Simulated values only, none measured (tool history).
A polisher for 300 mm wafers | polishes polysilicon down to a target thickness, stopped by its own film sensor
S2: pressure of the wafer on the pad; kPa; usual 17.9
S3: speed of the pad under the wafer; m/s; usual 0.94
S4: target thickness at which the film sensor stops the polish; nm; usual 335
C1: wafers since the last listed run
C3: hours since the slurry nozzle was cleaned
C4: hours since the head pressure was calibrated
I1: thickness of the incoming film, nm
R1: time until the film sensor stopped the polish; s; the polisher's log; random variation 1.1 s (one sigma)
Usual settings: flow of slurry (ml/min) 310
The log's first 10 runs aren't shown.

{"run": 11, "hour": 438.6, "flow of slurry (ml/min)": 310, "S2": 17.9, "S3": 0.94, "S4": 335, "C1": 288, "wafers polished on this pad": 3331, "C3": 407.5, "C4": 773.1, "I1": 855.9, "R1": 82.2}
{"hour": 456.7, "done": "worn pad replaced by a new one"}
{"hour": 457.9, "done": "slurry nozzle cleaned"}
{"run": 12, "hour": 507.6, "flow of slurry (ml/min)": 310, "S2": 17.9, "S3": 0.94, "S4": 335, "C1": 756, "wafers polished on this pad": 590, "C3": 49.7, "C4": 842.1, "I1": 869.1, "R1": 78.3}
{"run": 13, "hour": 572.2, "flow of slurry (ml/min)": 310, "S2": 17.9, "S3": 0.94, "S4": 335, "C1": 763, "wafers polished on this pad": 1353, "C3": 114.3, "C4": 906.7, "I1": 845.5, "R1": 74}
{"run": 14, "hour": 633.0, "flow of slurry (ml/min)": 280, "S2": 17.9, "S3": 0.94, "S4": 335, "C1": 718, "wafers polished on this pad": 2072, "C3": 175.1, "C4": 967.5, "I1": 852.5, "R1": 78.1}
{"run": 15, "hour": 690.4, "flow of slurry (ml/min)": 310, "S2": 17.9, "S3": 0.94, "S4": 335, "C1": 678, "wafers polished on this pad": 2750, "C3": 232.5, "C4": 1024.9, "I1": 857.1, "R1": 79.6}
{"run": 16, "hour": 726.2, "flow of slurry (ml/min)": 310, "S2": 17.9, "S3": 0.94, "S4": 335, "C1": 423, "wafers polished on this pad": 3174, "C3": 268.3, "C4": 1060.7, "I1": 842.5, "R1": 79.4}
{"run": 17, "hour": 782.9, "flow of slurry (ml/min)": 310, "S2": 20.7, "S3": 1.14, "S4": 335, "C1": 670, "wafers polished on this pad": 3844, "C3": 325, "C4": 1117.4, "I1": 851.5, "R1": 59.5}
{"run": 18, "hour": 811.8, "flow of slurry (ml/min)": 310, "S2": 17.9, "S3": 0.94, "S4": 335, "C1": 341, "wafers polished on this pad": 4185, "C3": 353.9, "C4": 1146.3, "I1": 856.6, "R1": 82.7}
{"hour": 824.4, "done": "slurry nozzle cleaned"}
{"hour": 824.6, "done": "worn pad replaced by a new one"}
{"run": 19, "hour": 839.1, "flow of slurry (ml/min)": 230, "S2": 22.1, "S3": 0.72, "S4": 335, "C1": 308, "wafers polished on this pad": 171, "C3": 14.7, "C4": 1173.6, "I1": 846.3, "R1": 74.4}
{"hour": 842.1, "done": "head pressure recalibrated"}
{"run": 20, "hour": 879.6, "flow of slurry (ml/min)": 255, "S2": 21.4, "S3": 1.16, "S4": 384, "C1": 455, "wafers polished on this pad": 626, "C3": 55.2, "C4": 37.5, "I1": 840.9, "R1": 46.9}
{"run": 21, "hour": 947.1, "flow of slurry (ml/min)": 310, "S2": 14.5, "S3": 0.72, "S4": 487, "C1": 797, "wafers polished on this pad": 1424, "C3": 122.7, "C4": 105, "I1": 855.2, "R1": 84.9}
{"run": 22, "hour": 993.5, "flow of slurry (ml/min)": 310, "S2": 13.8, "S3": 0.94, "S4": 335, "C1": 548, "wafers polished on this pad": 1973, "C3": 169.1, "C4": 151.4, "I1": 854, "R1": 101.9}
{"run": 23, "hour": 1056.3, "flow of slurry (ml/min)": 310, "S2": 17.9, "S3": 1.16, "S4": 335, "C1": 742, "wafers polished on this pad": 2715, "C3": 231.9, "C4": 214.2, "I1": 859.4, "R1": 65.9}
{"run": 24, "hour": 1118.0, "flow of slurry (ml/min)": 310, "S2": 17.9, "S3": 0.94, "S4": 335, "C1": 729, "wafers polished on this pad": 3444, "C3": 293.6, "C4": 275.9, "I1": 851.9, "R1": 76.7}
{"hour": 1170.6, "done": "worn pad replaced by a new one"}
{"run": 25, "hour": 1171.1, "flow of slurry (ml/min)": 310, "S2": 17.9, "S3": 1.12, "S4": 335, "C1": 580, "wafers polished on this pad": 6, "C3": 346.7, "C4": 329, "I1": 854.1, "R1": 65.5}
{"run": 26, "hour": 1197.0, "flow of slurry (ml/min)": 310, "S2": 17.9, "S3": 0.94, "S4": 335, "C1": 306, "wafers polished on this pad": 312, "C3": 372.6, "C4": 354.9, "I1": 847.8, "R1": 73.3}
{"run": 27, "hour": 1231.3, "flow of slurry (ml/min)": 310, "S2": 22.8, "S3": 1.08, "S4": 335, "C1": 405, "wafers polished on this pad": 717, "C3": 406.9, "C4": 389.2, "I1": 835.5, "R1": 51.8}
{"hour": 1248.1, "done": "slurry nozzle cleaned"}
{"run": 28, "hour": 1435.8, "flow of slurry (ml/min)": 310, "S2": 17.9, "S3": 0.76, "S4": 180, "C1": 2405, "wafers polished on this pad": 3123, "C3": 187.7, "C4": 593.7, "I1": 833.8, "R1": 118.4}

Forecast run 29:
{"run": 29, "hour": 1463.4, "flow of slurry (ml/min)": 310, "S2": 17.9, "S3": 0.94, "S4": 335, "C1": 326, "wafers polished on this pad": 3449, "C3": 215.3, "C4": 621.3, "I1": 863, "R1": "?"}

{"run 29": {"R1": 80.9}}
Without the tool's hidden state the same run would have given R1 75.5 s.
